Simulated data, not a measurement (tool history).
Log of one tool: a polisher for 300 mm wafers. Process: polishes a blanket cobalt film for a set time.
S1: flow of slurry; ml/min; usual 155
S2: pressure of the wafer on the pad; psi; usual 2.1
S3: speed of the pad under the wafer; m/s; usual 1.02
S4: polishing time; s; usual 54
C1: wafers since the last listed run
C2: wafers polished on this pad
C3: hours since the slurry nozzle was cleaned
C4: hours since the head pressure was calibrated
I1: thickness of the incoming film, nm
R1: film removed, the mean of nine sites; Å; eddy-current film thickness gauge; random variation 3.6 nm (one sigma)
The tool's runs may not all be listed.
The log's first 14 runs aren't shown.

run 15 day=37.046 | S1=155 S2=2.1 S3=1.02 S4=54 | C1=324 C2=1358 C3=190.7 C4=129.5 | I1=1434.4 | R1=2484
run 16 day=38.938 | S1=180 S2=2.1 S3=1.02 S4=54 | C1=362 C2=1720 C3=236.1 C4=174.9 | I1=1429.9 | R1=2419
run 17 day=40.417 | S1=180 S2=2.1 S3=1.02 S4=54 | C1=283 C2=2004 C3=271.6 C4=210.4 | I1=1418.6 | R1=2435
run 18 day=42.621 | S1=155 S2=2.1 S3=1.02 S4=54 | C1=422 C2=2427 C3=324.5 C4=263.3 | I1=1478 | R1=2369
run 19 day=44.842 | S1=155 S2=2.1 S3=1.02 S4=45 | C1=425 C2=2853 C3=377.8 C4=316.6 | I1=1422 | R1=2052
run 20 day=46.592 | S1=155 S2=2.1 S3=1.12 S4=70 | C1=335 C2=3188 C3=419.8 C4=358.6 | I1=1453.3 | R1=3376
-- day=48.6 head pressure recalibrated
-- day=49.162 worn pad replaced by a new one
run 21 day=51.162 | S1=155 S2=1.8 S3=0.8 S4=37 | C1=828 C2=383 C3=529.5 C4=61.5 | I1=1460.2 | R1=1151
run 22 day=54.067 | S1=155 S2=2.7 S3=1.18 S4=71 | C1=557 C2=940 C3=599.2 C4=131.2 | I1=1476 | R1=4778
run 23 day=56.183 | S1=155 S2=2.7 S3=1.18 S4=71 | C1=405 C2=1346 C3=650 C4=182 | I1=1449.5 | R1=4811
run 24 day=57.788 | S1=155 S2=1.6 S3=1.02 S4=54 | C1=307 C2=1654 C3=688.5 C4=220.5 | I1=1432.5 | R1=1855
-- day=60.904 slurry nozzle cleaned
run 25 day=66.583 | S1=155 S2=1.6 S3=0.76 S4=60 | C1=1679 C2=3333 C3=136.3 C4=431.6 | I1=1454.2 | R1=1503
-- day=68.612 head pressure recalibrated
run 26 day=69.317 | S1=155 S2=1.5 S3=1.02 S4=54 | C1=508 C2=3841 C3=201.9 C4=16.9 | I1=1446.8 | R1=1614
-- day=70.833 worn pad replaced by a new one
run 27 day=71.817 | S1=155 S2=1.8 S3=1.02 S4=71 | C1=447 C2=188 C3=261.9 C4=76.9 | I1=1471.5 | R1=2950
run 28 day=74.067 | S1=155 S2=2.8 S3=1.02 S4=54 | C1=431 C2=620 C3=315.9 C4=130.9 | I1=1452.9 | R1=3429
run 29 day=81.012 | S1=200 S2=1.6 S3=1.02 S4=60 | C1=1332 C2=1952 C3=482.6 C4=297.6 | I1=1463.2 | R1=2167
run 30 day=82.512 | S1=155 S2=2.1 S3=1.02 S4=54 | C1=287 C2=2240 C3=518.6 C4=333.6 | I1=1462.1 | R1=2391
run 31 day=84.496 | S1=155 S2=2.1 S3=1.38 S4=66 | C1=380 C2=2620 C3=566.2 C4=381.2 | I1=1473.4 | R1=3980
run 32 day=86.333 | S1=155 S2=2.1 S3=1.02 S4=54 | C1=352 C2=2973 C3=610.3 C4=425.3 | I1=1458.6 | R1=2316
run 33 day=89.221 | S1=155 S2=1.5 S3=1.02 S4=71 | C1=553 C2=3526 C3=679.6 C4=494.6 | I1=1457.2 | R1=2187
-- day=90.504 head pressure recalibrated
run 34 day=90.692 | S1=110 S2=2.1 S3=1.02 S4=54 | C1=266 C2=3793 C3=714.9 C4=4.5 | I1=1442.2 | R1=2205
-- day=91.938 worn pad replaced by a new one
run 35 day=93.512 | S1=155 S2=2.6 S3=1.02 S4=54 | C1=509 C2=301 C3=782.6 C4=72.2 | I1=1466.8 | R1=3145
-- day=94.367 slurry nozzle cleaned
run 36 day=95.854 | S1=130 S2=2.1 S3=0.66 S4=54 | C1=441 C2=743 C3=35.7 C4=128.4 | I1=1454.2 | R1=1577
run 37 day=97.667 | S1=210 S2=1.8 S3=1.22 S4=68 | C1=347 C2=1090 C3=79.2 C4=171.9 | I1=1454.5 | R1=3369

4 ways to go on from here, each from the tool as it stands after run 37. What would each give?
run A day=97.683 | S1=155 S2=1.7 S3=1.02 S4=54 | C1=3 C2=1093 C3=79.6 C4=172.3 | I1=1431.1 | R1=?
run B day=97.683 | S1=175 S2=2.7 S3=1.36 S4=54 | C1=3 C2=1093 C3=79.6 C4=172.3 | I1=1431.1 | R1=?
run C day=97.683 | S1=195 S2=2.5 S3=0.66 S4=54 | C1=3 C2=1093 C3=79.6 C4=172.3 | I1=1431.1 | R1=?
run D day=97.683 | S1=155 S2=2.6 S3=0.74 S4=38 | C1=3 C2=1093 C3=79.6 C4=172.3 | I1=1431.1 | R1=?

run=A R1=2017
run=B R1=4342
run=C R1=1978
run=D R1=1575
Without the tool's hidden state the same runs would have given:
run=A R1=2091
run=B R1=4500
run=C R1=2050
run=D R1=1632
